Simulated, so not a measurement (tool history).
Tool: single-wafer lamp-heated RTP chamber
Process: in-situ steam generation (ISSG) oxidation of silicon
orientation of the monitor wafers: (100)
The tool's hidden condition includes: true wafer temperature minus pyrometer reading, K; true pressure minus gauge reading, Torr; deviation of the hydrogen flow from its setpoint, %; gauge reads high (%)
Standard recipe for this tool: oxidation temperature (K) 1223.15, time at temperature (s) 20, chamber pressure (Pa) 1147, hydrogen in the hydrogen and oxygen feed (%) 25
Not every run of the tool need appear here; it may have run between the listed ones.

run	hour	oxidation temperature (K)	time at temperature (s)	chamber pressure (Pa)	hydrogen in the hydrogen and oxygen feed (%)	wafers since the last listed run	wafers since the last pyrometer calibration	hours since the pressure gauge was zeroed	hours since the hydrogen flow controller was replaced	hours since the gauge calibration	read-back reference wafer on the same gauge, thickness	oxide thickness on the monitor wafer (nm)
1	0	1223.15	20	1200	19	0	2010	1691.8	3124.2	980.9	4.519	4.547
2	20.2	1223.15	20	1200	19	309	2320	1712	3144.4	1001.1	4.52	4.567
3	52.3	1223.15	20	1147	25	492	2813	1744.1	3176.5	1033.2	4.518	4.887
4	79.4	1223.15	20	1147	32	415	3228	1771.2	3203.6	1060.3	4.523	5.187
5	102.3	1212.15	20	1147	30	351	3580	1794.1	3226.5	1083.2	4.521	4.933
# hour 111.7: pyrometer window cleaned and pyrometer calibrated
6	135.6	1212.15	20	1147	30	388	366	1827.4	3259.8	1116.5	4.521	4.912
7	170.7	1223.15	20	1147	21	538	904	1862.5	3294.9	1151.6	4.52	4.657
8	191.7	1223.15	20	1147	21	322	1226	1883.5	3315.9	1172.6	4.521	4.677
9	227.2	1223.15	20	1147	21	544	1771	1919	3351.4	1208.1	4.52	4.668
# hour 250.4: gauge calibrated
10	252.1	1209.15	20	1227	25	382	2153	1943.9	3376.3	1.7	4.52	4.647
11	275.4	1209.15	20	1227	25	357	2511	1967.2	3399.6	25	4.518	4.66
12	292.8	1223.15	20	1147	25	266	2777	1984.6	3417	42.4	4.52	4.898
# hour 326.3: pyrometer window cleaned and pyrometer calibrated
13	340	1223.15	20	1147	25	601	210	2031.8	3464.2	89.6	4.519	4.842
14	417.6	1205.15	20	1147	32	1190	1401	2109.4	3541.8	167.2	4.521	4.895
15	447.5	1230.15	20	1147	25	458	1859	2139.3	3571.7	197.1	4.521	4.979
16	471.4	1205.15	23	1280	25	366	2226	2163.2	3595.6	221	4.52	4.798
# hour 482.3: pressure gauge zeroed
17	494.7	1212.15	20	1147	25	234	2461	12.4	3618.9	244.3	4.518	4.724
18	506.8	1223.15	20	1147	25	185	2647	24.5	3631	256.4	4.521	4.881
# hour 518.2: hydrogen flow controller replaced
19	522.1	1223.15	20	1147	25	111	2759	39.8	3.9	271.7	4.52	4.884
# hour 541: pyrometer window cleaned and pyrometer calibrated
20	551.1	1223.15	20	1147	25	322	154	68.8	32.9	300.7	4.522	4.822
21	569.6	1223.15	20	1147	25	283	438	87.3	51.4	319.2	4.521	4.827
22	599.4	1238.15	22	1147	25	457	895	117.1	81.2	349	4.521	5.29
23	624.8	1236.15	20	1293	32	389	1285	142.5	106.6	374.4	4.52	5.256
24	657.3	1229.15	23	1267	20	498	1783	175	139.1	406.9	4.518	4.925
25	680.8	1238.15	20	1147	30	360	2144	198.5	162.6	430.4	4.519	5.333
26	704.8	1223.15	26	1147	19	368	2512	222.5	186.6	454.4	4.521	5.153
27	730.4	1223.15	20	1147	25	392	2905	248.1	212.2	480	4.521	4.883
28	742.5	1223.15	20	1093	28	185	3090	260.2	224.3	492.1	4.524	5.062
# hour 758.8: pyrometer window cleaned and pyrometer calibrated
29	762.8	1223.15	12	1040	20	188	61	280.5	244.6	512.4	4.521	3.764
30	782	1232.15	24	1147	17	294	355	299.7	263.8	531.6	4.521	4.922

Branching from run 30: 5 alternative next runs. What would each branch give?
A	782.4	1223.15	20	1147	31	6	361	300.1	264.2	532	?	?
B	782.4	1223.15	13	1253	25	6	361	300.1	264.2	532	?	?
C	782.4	1215.15	13	1293	25	6	361	300.1	264.2	532	?	?
D	782.4	1223.15	13	1147	25	6	361	300.1	264.2	532	?	?
E	782.4	1223.15	20	1093	31	6	361	300.1	264.2	532	?	?

run	read-back reference wafer on the same gauge, thickness	oxide thickness on the monitor wafer (nm)
A	4.521	5.099
B	4.521	4.051
C	4.521	3.948
D	4.521	4.099
E	4.521	5.124
What these runs would have given with no unlogged condition in the tool:
run	oxide thickness on the monitor wafer (nm)
A	5.085
B	4.042
C	3.94
D	4.09
E	5.111

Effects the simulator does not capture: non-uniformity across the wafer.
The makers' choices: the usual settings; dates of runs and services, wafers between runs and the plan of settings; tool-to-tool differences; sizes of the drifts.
